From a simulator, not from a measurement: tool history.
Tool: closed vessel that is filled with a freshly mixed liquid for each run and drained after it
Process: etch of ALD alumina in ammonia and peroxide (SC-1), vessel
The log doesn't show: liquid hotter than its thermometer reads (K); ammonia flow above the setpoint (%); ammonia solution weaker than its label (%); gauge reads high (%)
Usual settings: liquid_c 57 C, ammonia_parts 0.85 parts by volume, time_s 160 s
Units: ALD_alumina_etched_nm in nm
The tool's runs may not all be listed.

| run | hour | liquid_c | ammonia_parts | time_s | wafers since the last listed run | hours since the thermometer was replaced | hours since the ammonia flow meter was replaced | hours since the drum of ammonia solution was connected | hours since the gauge calibration | read-back film thickness of the ALD alumina reference wafer, read on the same gauge (nm) | ALD_alumina_etched_nm |
|---|---|---|---|---|---|---|---|---|---|---|---|
| 1 | 0 | 57 | 0.85 | 160 | 0 | 1887.8 | 1767.9 | 284.3 | 1598.2 | 87 | 9.75 |
| 2 | 31.5 | 57 | 0.85 | 160 | 4064 | 1919.3 | 1799.4 | 315.8 | 1629.7 | 86.99 | 9.7 |
|  | 47.8 | gauge calibrated |
| 3 | 85.8 | 53 | 0.85 | 160 | 7006 | 1973.6 | 1853.7 | 370.1 | 38 | 90.03 | 7.98 |
|  | 99.6 | new drum of ammonia solution connected |
| 4 | 127.3 | 53 | 0.85 | 160 | 5225 | 2015.1 | 1895.2 | 27.7 | 79.5 | 89.82 | 8.03 |
|  | 133.7 | thermometer replaced |
| 5 | 163.4 | 57 | 0.85 | 160 | 4528 | 29.7 | 1931.3 | 63.8 | 115.6 | 89.63 | 9.98 |
| 6 | 225.5 | 57 | 0.85 | 160 | 8012 | 91.8 | 1993.4 | 125.9 | 177.7 | 89.33 | 9.95 |
| 7 | 266.8 | 57 | 0.85 | 160 | 5328 | 133.1 | 2034.7 | 167.2 | 219 | 89.2 | 9.86 |
| 8 | 291.1 | 62 | 1.2 | 225 | 3135 | 157.4 | 2059 | 191.5 | 243.3 | 89.07 | 18.53 |
| 9 | 317.7 | 54 | 0.5 | 100 | 3432 | 184 | 2085.6 | 218.1 | 269.9 | 89 | 4.96 |
| 10 | 384.6 | 57 | 0.55 | 125 | 8632 | 250.9 | 2152.5 | 285 | 336.8 | 88.79 | 7.41 |
|  | 433.8 | ammonia flow meter replaced |
| 11 | 453.5 | 57 | 0.85 | 160 | 8761 | 319.8 | 19.7 | 353.9 | 405.7 | 88.59 | 9.85 |
| 12 | 517.7 | 59.5 | 1.15 | 240 | 8283 | 384 | 83.9 | 418.1 | 469.9 | 88.43 | 17.35 |
|  | 535.8 | new drum of ammonia solution connected |
| 13 | 570.4 | 66 | 0.85 | 95 | 6670 | 436.7 | 136.6 | 34.6 | 522.6 | 88.32 | 9.18 |
| 14 | 639.9 | 57 | 0.85 | 160 | 8967 | 506.2 | 206.1 | 104.1 | 592.1 | 88.18 | 9.74 |
| 15 | 694.2 | 53 | 0.85 | 160 | 7006 | 560.5 | 260.4 | 158.4 | 646.4 | 88.09 | 7.92 |
| 16 | 729.6 | 57 | 1.1 | 95 | 4567 | 595.9 | 295.8 | 193.8 | 681.8 | 88.03 | 5.97 |
| 17 | 760.2 | 57 | 0.85 | 160 | 3948 | 626.5 | 326.4 | 224.4 | 712.4 | 88.01 | 9.79 |
| 18 | 829.5 | 53 | 1.2 | 70 | 8941 | 695.8 | 395.7 | 293.7 | 781.7 | 87.89 | 3.57 |
| 19 | 889.9 | 51 | 0.85 | 65 | 7793 | 756.2 | 456.1 | 354.1 | 842.1 | 87.82 | 2.92 |
|  | 926.4 | new drum of ammonia solution connected |
| 20 | 952 | 50.5 | 0.85 | 75 | 7883 | 818.3 | 518.2 | 25.6 | 904.2 | 87.78 | 3.19 |
| 21 | 994.3 | 50 | 0.5 | 120 | 5457 | 860.6 | 560.5 | 67.9 | 946.5 | 87.77 | 4.71 |
| 22 | 1049.3 | 53.5 | 0.55 | 125 | 7096 | 915.6 | 615.5 | 122.9 | 1001.5 | 87.7 | 6.04 |
| 23 | 1120.4 | 57 | 0.85 | 160 | 9173 | 986.7 | 686.6 | 194 | 1072.6 | 87.65 | 9.82 |
| 24 | 1172.1 | 57 | 0.85 | 160 | 6670 | 1038.4 | 738.3 | 245.7 | 1124.3 | 87.59 | 9.82 |
| 25 | 1242.1 | 49 | 0.85 | 95 | 9032 | 1108.4 | 808.3 | 315.7 | 1194.3 | 87.55 | 3.76 |
| 26 | 1272.3 | 50.5 | 1 | 85 | 3896 | 1138.6 | 838.5 | 345.9 | 1224.5 | 87.54 | 3.68 |
| 27 | 1315.2 | 57 | 0.85 | 160 | 5535 | 1181.5 | 881.4 | 388.8 | 1267.4 | 87.54 | 9.68 |
| 28 | 1358.9 | 57 | 0.85 | 160 | 5638 | 1225.2 | 925.1 | 432.5 | 1311.1 | 87.52 | 9.74 |

Forecast each of these 5 alternatives for the next run:
| A | 1359.6 | 51.5 | 0.85 | 160 | 90 | 1225.9 | 925.8 | 433.2 | 1311.8 | ? | ? |
| B | 1359.6 | 57 | 1.15 | 110 | 90 | 1225.9 | 925.8 | 433.2 | 1311.8 | ? | ? |
| C | 1359.6 | 57 | 0.65 | 230 | 90 | 1225.9 | 925.8 | 433.2 | 1311.8 | ? | ? |
| D | 1359.6 | 59.5 | 0.85 | 105 | 90 | 1225.9 | 925.8 | 433.2 | 1311.8 | ? | ? |
| E | 1359.6 | 65.5 | 1.15 | 225 | 90 | 1225.9 | 925.8 | 433.2 | 1311.8 | ? | ? |

| run | read-back film thickness of the ALD alumina reference wafer, read on the same gauge (nm) | ALD_alumina_etched_nm |
|---|---|---|
| A | 87.5 | 7.32 |
| B | 87.5 | 6.95 |
| C | 87.5 | 13.76 |
| D | 87.5 | 7.34 |
| E | 87.5 | 21.9 |
Without the tool's hidden state the same runs would have given:
| run | ALD_alumina_etched_nm |
|---|---|
| A | 7.53 |
| B | 7.15 |
| C | 14.15 |
| D | 7.55 |
| E | 22.52 |
